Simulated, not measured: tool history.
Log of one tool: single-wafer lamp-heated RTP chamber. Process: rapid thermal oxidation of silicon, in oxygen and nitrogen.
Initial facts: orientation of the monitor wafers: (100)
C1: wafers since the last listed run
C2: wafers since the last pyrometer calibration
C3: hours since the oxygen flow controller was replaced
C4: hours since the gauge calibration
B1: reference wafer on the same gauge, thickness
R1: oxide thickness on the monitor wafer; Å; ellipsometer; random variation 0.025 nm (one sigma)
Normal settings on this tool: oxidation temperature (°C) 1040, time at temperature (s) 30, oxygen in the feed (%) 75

Run 1, day 0.000: usual settings; C1 0; C2 570; C3 1759.9; C4 709.6; B1 4.870. Result: R1 52.74 Å.
Run 2, day 2.888: usual settings; C1 398; C2 969; C3 1829.2; C4 778.9; B1 4.871. Result: R1 52.42 Å.
Run 3, day 4.650: usual settings; C1 243; C2 1212; C3 1871.5; C4 821.2; B1 4.867. Result: R1 52.26 Å.
Run 4, day 7.012: usual settings; C1 326; C2 1539; C3 1928.2; C4 877.9; B1 4.871. Result: R1 51.83 Å.
Run 5, day 9.475: usual settings but oxygen in the feed (%) 90; C1 340; C2 1879; C3 1987.3; C4 937.0; B1 4.880. Result: R1 56.13 Å.
At day 9.896: pyrometer window cleaned and pyrometer calibrated.
At day 9.950: gauge calibrated.
Run 6, day 11.021: usual settings but oxygen in the feed (%) 90; C1 167; C2 155; C3 2024.4; C4 25.7; B1 4.863. Result: R1 55.47 Å.
Run 7, day 12.450: usual settings but oxygen in the feed (%) 90; C1 197; C2 352; C3 2058.7; C4 60.0; B1 4.872. Result: R1 55.60 Å.
Run 8, day 14.408: usual settings; C1 270; C2 622; C3 2105.7; C4 107.0; B1 4.874. Result: R1 52.60 Å.
Run 9, day 16.450: usual settings; C1 281; C2 904; C3 2154.7; C4 156.0; B1 4.871. Result: R1 52.32 Å.
Run 10, day 18.004: usual settings; C1 214; C2 1119; C3 2192.0; C4 193.3; B1 4.868. Result: R1 52.16 Å.
Run 11, day 19.896: usual settings; C1 261; C2 1380; C3 2237.4; C4 238.7; B1 4.874. Result: R1 52.82 Å.
Run 12, day 21.800: usual settings; C1 262; C2 1643; C3 2283.1; C4 284.4; B1 4.873. Result: R1 52.61 Å.
Run 13, day 23.275: usual settings; C1 203; C2 1847; C3 2318.5; C4 319.8; B1 4.872. Result: R1 52.13 Å.
Run 14, day 25.804: usual settings but oxidation temperature (°C) 1020; C1 349; C2 2196; C3 2379.2; C4 380.5; B1 4.875. Result: R1 45.69 Å.
At day 26.271: pyrometer window cleaned and pyrometer calibrated.
Run 15, day 27.275: usual settings but time at temperature (s) 41, oxygen in the feed (%) 84; C1 157; C2 138; C3 2414.5; C4 415.8; B1 4.877. Result: R1 63.08 Å.
Run 16, day 29.154: usual settings but time at temperature (s) 41, oxygen in the feed (%) 84; C1 259; C2 398; C3 2459.6; C4 460.9; B1 4.872. Result: R1 62.32 Å.
Run 17, day 30.621: usual settings; C1 202; C2 600; C3 2494.8; C4 496.1; B1 4.873. Result: R1 52.32 Å.
Run 18, day 31.796: usual settings; C1 162; C2 762; C3 2523.0; C4 524.3; B1 4.868. Result: R1 52.64 Å.
Run 19, day 33.867: usual settings but oxidation temperature (°C) 1065, time at temperature (s) 34, oxygen in the feed (%) 57; C1 285; C2 1048; C3 2572.7; C4 574.0; B1 4.870. Result: R1 59.47 Å.

Estimate the outcome of run 20 from the log above:
At day 41.479: pyrometer window cleaned and pyrometer calibrated.
Run 20, day 41.542: usual settings; C1 1013; C2 8; C3 2756.9; C4 758.2; B1 ?. Result: R1 ?.

{"run 20": {"B1": 4.874, "R1": 52.34}}
With the hidden condition absent and the run-to-run variation left alone, this run would have shown R1 52.34 Å.
